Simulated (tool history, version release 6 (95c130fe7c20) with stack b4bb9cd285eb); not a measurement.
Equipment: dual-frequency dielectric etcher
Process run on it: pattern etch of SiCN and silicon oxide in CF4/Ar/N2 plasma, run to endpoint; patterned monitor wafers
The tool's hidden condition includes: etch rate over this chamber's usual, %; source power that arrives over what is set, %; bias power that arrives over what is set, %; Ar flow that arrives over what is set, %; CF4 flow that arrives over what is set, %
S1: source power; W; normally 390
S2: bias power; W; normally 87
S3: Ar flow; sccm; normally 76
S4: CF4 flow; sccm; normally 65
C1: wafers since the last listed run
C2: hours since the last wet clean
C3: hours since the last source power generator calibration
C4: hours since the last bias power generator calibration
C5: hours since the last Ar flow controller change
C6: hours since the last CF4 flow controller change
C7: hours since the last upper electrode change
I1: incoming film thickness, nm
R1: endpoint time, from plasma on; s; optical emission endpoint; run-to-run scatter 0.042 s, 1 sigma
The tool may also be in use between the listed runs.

| run | hour | S1 | S2 | S3 | S4 | C1 | C2 | C3 | C4 | C5 | C6 | C7 | I1 | R1 |
|---|---|---|---|---|---|---|---|---|---|---|---|---|---|---|
| 1 | 0 | 330 | 87 | 76 | 65 | 0 | 454.5 | 2554.4 | 2925.9 | 2497.2 | 4259.9 | 3425.4 | 8.7 | 12.5 |
| 2 | 68.9 | 330 | 87 | 76 | 65 | 815 | 523.4 | 2623.3 | 2994.8 | 2566.1 | 4328.8 | 3494.3 | 8.7 | 12.5 |
| 3 | 112.8 | 330 | 87 | 76 | 65 | 519 | 567.3 | 2667.2 | 3038.7 | 2610 | 4372.7 | 3538.2 | 8.63 | 12.4 |
|  | 143.7 | wet clean of the chamber |
| 4 | 190.6 | 390 | 87 | 76 | 65 | 636 | 46.9 | 2745 | 3116.5 | 2687.8 | 4450.5 | 3616 | 8.77 | 10.6 |
| 5 | 403.6 | 390 | 87 | 76 | 65 | 2520 | 259.9 | 2958 | 3329.5 | 2900.8 | 4663.5 | 3829 | 8.69 | 10.6 |
| 6 | 442.2 | 470 | 87 | 76 | 65 | 456 | 298.5 | 2996.6 | 3368.1 | 2939.4 | 4702.1 | 3867.6 | 8.68 | 8.8 |
| 7 | 505.5 | 470 | 87 | 76 | 65 | 748 | 361.8 | 3059.9 | 3431.4 | 3002.7 | 4765.4 | 3930.9 | 8.72 | 8.8 |
| 8 | 579.7 | 470 | 87 | 76 | 65 | 877 | 436 | 3134.1 | 3505.6 | 3076.9 | 4839.6 | 4005.1 | 8.7 | 8.8 |
|  | 648.1 | source power generator calibrated |
| 9 | 648.6 | 390 | 87 | 76 | 65 | 767 | 504.9 | 0.5 | 3574.5 | 3145.8 | 4908.5 | 4074 | 8.72 | 10.2 |
|  | 689.8 | wet clean of the chamber |
|  | 708.1 | upper electrode replaced, of another model than before |
|  | 730.8 | CF4 flow controller replaced |
| 10 | 737.2 | 390 | 87 | 76 | 65 | 477 | 47.4 | 89.1 | 3663.1 | 3234.4 | 6.4 | 29.1 | 8.62 | 10.1 |
|  | 782.6 | bias power generator calibrated |
| 11 | 843.6 | 450 | 87 | 76 | 81 | 1211 | 153.8 | 195.5 | 61 | 3340.8 | 112.8 | 135.5 | 8.78 | 8.3 |
| 12 | 914.2 | 390 | 97 | 65 | 78 | 835 | 224.4 | 266.1 | 131.6 | 3411.4 | 183.4 | 206.1 | 8.65 | 9.6 |
| 13 | 1000.2 | 390 | 98 | 81 | 76 | 1017 | 310.4 | 352.1 | 217.6 | 3497.4 | 269.4 | 292.1 | 8.72 | 10 |
|  | 1012.4 | Ar flow controller replaced |
| 14 | 1042.2 | 390 | 87 | 76 | 65 | 425 | 352.4 | 394.1 | 259.6 | 29.8 | 311.4 | 334.1 | 8.56 | 10.2 |
| 15 | 1108.3 | 390 | 87 | 90 | 65 | 782 | 418.5 | 460.2 | 325.7 | 95.9 | 377.5 | 400.2 | 8.72 | 10.6 |
| 16 | 1169.8 | 390 | 87 | 76 | 65 | 727 | 480 | 521.7 | 387.2 | 157.4 | 439 | 461.7 | 8.76 | 10.3 |
|  | 1276.6 | wet clean of the chamber |
| 17 | 1277.1 | 420 | 87 | 91 | 65 | 985 | 0.5 | 629 | 494.5 | 264.7 | 546.3 | 569 | 8.76 | 9.6 |
| 18 | 1357.4 | 390 | 98 | 81 | 76 | 950 | 80.8 | 709.3 | 574.8 | 345 | 626.6 | 649.3 | 8.63 | 10 |
| 19 | 1456.9 | 350 | 87 | 76 | 65 | 1177 | 180.3 | 808.8 | 674.3 | 444.5 | 726.1 | 748.8 | 8.63 | 12 |
| 20 | 1531.2 | 390 | 95 | 64 | 65 | 879 | 254.6 | 883.1 | 748.6 | 518.8 | 800.4 | 823.1 | 8.66 | 9.8 |
| 21 | 1614.1 | 390 | 87 | 76 | 65 | 980 | 337.5 | 966 | 831.5 | 601.7 | 883.3 | 906 | 8.64 | 10.3 |

For each run, what was the tool's unlogged condition?
etch rate over this chamber's usual, %: 0 on each run
bias power that arrives over what is set, %: 0 on each run
Ar flow that arrives over what is set, %: 0 on each run
CF4 flow that arrives over what is set, %: 0 on each run
H1: source power that arrives over what is set, %
| run | H1 |
|---|---|
| 1 | -3.1 |
| 2 | -3.18 |
| 3 | -3.23 |
| 4 | -3.33 |
| 5 | -3.58 |
| 6 | -3.63 |
| 7 | -3.7 |
| 8 | -3.79 |
| 9 | -0.0793 |
| 10 | -0.185 |
| 11 | -0.312 |
| 12 | -0.396 |
| 13 | -0.498 |
| 14 | -0.548 |
| 15 | -0.627 |
| 16 | -0.7 |
| 17 | -0.828 |
| 18 | -0.924 |
| 19 | -1.04 |
| 20 | -1.13 |
| 21 | -1.23 |
